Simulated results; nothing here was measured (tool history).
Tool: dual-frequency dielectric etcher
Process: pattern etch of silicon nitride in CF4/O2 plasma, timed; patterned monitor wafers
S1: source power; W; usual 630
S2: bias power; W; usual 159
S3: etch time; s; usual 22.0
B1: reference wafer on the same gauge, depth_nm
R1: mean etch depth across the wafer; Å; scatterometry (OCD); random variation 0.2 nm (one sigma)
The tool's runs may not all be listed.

run,day,S1,S2,S3,B1,R1
1,0.000,630,159,22.0,55.2,534
2,0.483,630,159,22.0,55.2,536
3,2.404,630,159,22.0,55.2,537
# day 4.133: gauge calibrated
# day 4.254: bias power generator calibrated
4,4.275,630,159,22.0,55.2,542
# day 4.700: source power generator calibrated
5,4.842,630,140,22.0,55.2,515
6,5.575,630,159,22.0,55.2,543
# day 7.008: wet clean of the chamber
7,7.029,630,159,22.0,55.2,522
8,7.042,630,159,22.0,55.2,520
9,7.221,630,130,22.0,55.2,480
10,7.546,630,159,22.0,55.2,526
11,7.833,750,193,25.0,55.2,772
# day 9.225: upper electrode replaced
12,9.246,630,177,25.0,55.2,626
13,9.258,580,159,22.0,55.2,479
14,9.508,630,159,22.0,55.2,521
15,10.079,710,159,17.5,55.2,471
16,10.329,630,159,22.0,55.2,525
17,10.775,630,159,22.0,55.2,528
18,11.400,480,179,15.5,55.2,291
19,11.746,750,159,22.0,55.2,627
# day 11.992: gauge calibrated
20,12.308,590,131,18.0,55.2,371

3 ways to go on from here, each from the tool as it stands after run 20. What would each give?
A,12.325,630,159,22.0,?,?
B,12.325,630,159,24.0,?,?
C,12.325,750,125,19.0,?,?

run,B1,R1
A,55.2,525
B,55.2,573
C,55.2,491
Without the tool's hidden state the same runs would have given:
run,R1
A,518
B,565
C,484
